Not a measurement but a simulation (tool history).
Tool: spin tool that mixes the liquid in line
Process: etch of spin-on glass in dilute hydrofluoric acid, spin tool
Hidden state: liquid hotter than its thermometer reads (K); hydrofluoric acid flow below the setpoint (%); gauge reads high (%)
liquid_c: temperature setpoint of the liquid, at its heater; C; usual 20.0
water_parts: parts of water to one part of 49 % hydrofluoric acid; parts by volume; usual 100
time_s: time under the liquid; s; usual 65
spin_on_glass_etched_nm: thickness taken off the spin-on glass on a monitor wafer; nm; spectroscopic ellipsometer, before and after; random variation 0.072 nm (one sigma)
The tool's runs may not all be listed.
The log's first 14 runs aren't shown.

run,hour,liquid_c,water_parts,time_s,wafers since the last listed run,hours since the thermometer was replaced,hours since the hydrofluoric acid flow meter was replaced,hours since the gauge calibration,"read-back film thickness of the spin-on glass reference wafer, read on the same gauge (nm)",spin_on_glass_etched_nm
15,217.4,17.0,55,35,146,177.2,116.4,18.1,29.98,13.60
16,225.6,20.0,115,65,103,185.4,124.6,26.3,29.97,12.89
17,234.9,20.0,100,65,117,194.7,133.9,35.6,30.01,14.96
18,247.2,17.0,65,75,154,207.0,146.2,47.9,29.98,24.45
19,258.6,24.0,125,65,143,218.4,157.6,59.3,30.01,13.63
20,273.1,20.0,100,40,182,232.9,172.1,73.8,30.02,9.21
21,282.4,20.0,100,65,117,242.2,181.4,83.1,30.02,15.00
22,289.8,20.0,100,65,93,249.6,188.8,90.5,29.96,15.03
23,320.6,17.0,100,55,387,280.4,219.6,121.3,30.00,11.23
24,327.5,20.0,130,65,86,287.3,226.5,128.2,30.01,11.06
25,338.4,20.0,100,65,137,298.2,237.4,139.1,29.97,15.01
26,348.0,20.0,100,105,120,307.8,247.0,148.7,30.01,24.02
27,363.9,20.0,100,65,200,323.7,262.9,164.6,29.99,15.06
28,373.4,18.0,80,65,119,333.2,272.4,174.1,30.01,17.69
29,384.7,20.0,100,65,142,344.5,283.7,185.4,30.02,15.02
30,399.2,17.0,75,80,182,359.0,298.2,199.9,29.99,22.38
31,416.3,20.0,100,65,215,376.1,315.3,217.0,30.01,15.06
32,431.5,20.0,100,65,191,391.3,330.5,232.2,29.99,15.01
33,442.7,18.5,145,30,141,402.5,341.7,243.4,30.01,4.26
34,451.7,18.0,80,30,113,411.5,350.7,252.4,30.01,8.21
35,463.0,20.0,100,65,142,422.8,362.0,263.7,30.04,14.86

3 ways to go on from here, each from the tool as it stands after run 35. What would each give?
A,463.4,20.0,100,65,5,423.2,362.4,264.1,?,?
B,463.4,18.5,100,65,5,423.2,362.4,264.1,?,?
C,463.4,20.0,125,65,5,423.2,362.4,264.1,?,?

run,"read-back film thickness of the spin-on glass reference wafer, read on the same gauge (nm)",spin_on_glass_etched_nm
A,30.01,15.04
B,30.01,14.15
C,30.01,11.69
Without the tool's hidden state the same runs would have given:
run,spin_on_glass_etched_nm
A,14.73
B,13.85
C,11.47

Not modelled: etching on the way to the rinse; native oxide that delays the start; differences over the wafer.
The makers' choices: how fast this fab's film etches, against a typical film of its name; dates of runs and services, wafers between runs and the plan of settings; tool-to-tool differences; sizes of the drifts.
